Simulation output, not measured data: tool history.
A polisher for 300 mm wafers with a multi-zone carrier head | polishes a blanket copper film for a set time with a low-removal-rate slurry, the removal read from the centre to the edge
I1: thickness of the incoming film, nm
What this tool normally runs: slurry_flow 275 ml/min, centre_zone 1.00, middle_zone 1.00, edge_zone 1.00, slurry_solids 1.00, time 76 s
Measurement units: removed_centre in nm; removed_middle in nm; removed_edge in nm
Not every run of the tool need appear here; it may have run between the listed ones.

Run 1, hour 0.0: usual settings but slurry_solids 0.85; I1 964.7. Result: removed_centre 301.1 nm, removed_middle 301.3 nm, removed_edge 309.6 nm.
Run 2, hour 9.7: usual settings; I1 988.5. Result: removed_centre 311.1 nm, removed_middle 318.7 nm, removed_edge 317.6 nm.
Run 3, hour 18.2: usual settings; I1 991.3. Result: removed_centre 315.2 nm, removed_middle 312.2 nm, removed_edge 326.5 nm.
Run 4, hour 34.7: usual settings; I1 980.2. Result: removed_centre 308.0 nm, removed_middle 305.5 nm, removed_edge 323.5 nm.
Run 5, hour 49.3: usual settings; I1 972.4. Result: removed_centre 307.7 nm, removed_middle 306.3 nm, removed_edge 312.5 nm.
Run 6, hour 62.5: usual settings but slurry_flow 355 ml/min, middle_zone 1.03, edge_zone 0.95, time 51 s; I1 973.9. Result: removed_centre 206.5 nm, removed_middle 213.8 nm, removed_edge 210.5 nm.
Run 7, hour 76.1: usual settings but edge_zone 0.88, slurry_solids 1.20, time 84 s; I1 976.1. Result: removed_centre 348.7 nm, removed_middle 346.2 nm, removed_edge 340.8 nm.
At hour 98.4: worn pad replaced by a new one, repeated, since the last time left the tool worse.
At hour 101.4: carrier head's membrane replaced by a new one.
Run 8, hour 110.9: usual settings; I1 991.7. Result: removed_centre 354.2 nm, removed_middle 352.2 nm, removed_edge 363.6 nm.
Run 9, hour 121.0: usual settings; I1 1001.7. Result: removed_centre 358.3 nm, removed_middle 354.8 nm, removed_edge 363.5 nm.
At hour 147.9: centre zone pressure recalibrated.
Run 10, hour 173.0: usual settings but middle_zone 0.89; I1 983.7. Result: removed_centre 351.5 nm, removed_middle 309.1 nm, removed_edge 352.1 nm.
At hour 175.2: edge zone pressure recalibrated.
Run 11, hour 182.9: usual settings; I1 988.2. Result: removed_centre 347.7 nm, removed_middle 343.8 nm, removed_edge 356.6 nm.
Run 12, hour 199.6: usual settings but edge_zone 1.04, slurry_solids 1.20, time 55 s; I1 961.7. Result: removed_centre 253.2 nm, removed_middle 248.0 nm, removed_edge 261.5 nm.
At hour 217.4: worn pad replaced by a new one.
Run 13, hour 217.9: usual settings; I1 977.8. Result: removed_centre 346.5 nm, removed_middle 352.9 nm, removed_edge 362.8 nm.
Run 14, hour 222.5: usual settings but slurry_solids 1.15, time 62 s; I1 963.4. Result: removed_centre 301.5 nm, removed_middle 299.6 nm, removed_edge 297.0 nm.
Run 15, hour 236.8: usual settings but edge_zone 0.92; I1 988.3. Result: removed_centre 348.4 nm, removed_middle 347.0 nm, removed_edge 353.3 nm.
Run 16, hour 248.0: usual settings but time 52 s; I1 982.9. Result: removed_centre 240.1 nm, removed_middle 238.4 nm, removed_edge 239.0 nm.
Run 17, hour 257.3: usual settings; I1 989.7. Result: removed_centre 346.2 nm, removed_middle 348.8 nm, removed_edge 362.7 nm.
Run 18, hour 274.6: usual settings but edge_zone 0.92, slurry_solids 1.30; I1 986.4. Result: removed_centre 358.5 nm, removed_middle 365.3 nm, removed_edge 360.0 nm.
Run 19, hour 281.1: usual settings but middle_zone 0.96, edge_zone 1.03, slurry_solids 0.70; I1 970.8. Result: removed_centre 311.2 nm, removed_middle 308.3 nm, removed_edge 331.4 nm.
Run 20, hour 289.7: usual settings but slurry_flow 370 ml/min, centre_zone 0.89; I1 980.5. Result: removed_centre 312.9 nm, removed_middle 348.7 nm, removed_edge 365.4 nm.
Run 21, hour 300.4: usual settings; I1 975.3. Result: removed_centre 338.7 nm, removed_middle 343.1 nm, removed_edge 353.9 nm.
Run 22, hour 316.2: usual settings but slurry_flow 230 ml/min, centre_zone 1.07, edge_zone 1.05, time 59 s; I1 991.6. Result: removed_centre 277.2 nm, removed_middle 255.7 nm, removed_edge 262.8 nm.

Consider 3 possible next runs. They are alternatives, not a sequence: every one starts from the tool as it was left by run 22. What does each give?
Run A, hour 316.6: usual settings; I1 983.7. Result: removed_centre ?, removed_middle ?, removed_edge ?.
Run B, hour 316.6: usual settings but slurry_flow 235 ml/min; I1 983.7. Result: removed_centre ?, removed_middle ?, removed_edge ?.
Run C, hour 316.6: usual settings but slurry_flow 365 ml/min, centre_zone 1.11, time 101 s; I1 983.7. Result: removed_centre ?, removed_middle ?, removed_edge ?.

run  removed_centre  removed_middle  removed_edge
  A           334.2           332.0         342.7
  B           326.8           325.4         337.5
  C           508.9           453.4         465.2
Stripped of hidden state, with their random variation kept, the same runs would have yielded:
run  removed_centre  removed_middle  removed_edge
  A           349.7           347.4         358.5
  B           342.0           340.5         353.2
  C           532.5           474.5         486.8

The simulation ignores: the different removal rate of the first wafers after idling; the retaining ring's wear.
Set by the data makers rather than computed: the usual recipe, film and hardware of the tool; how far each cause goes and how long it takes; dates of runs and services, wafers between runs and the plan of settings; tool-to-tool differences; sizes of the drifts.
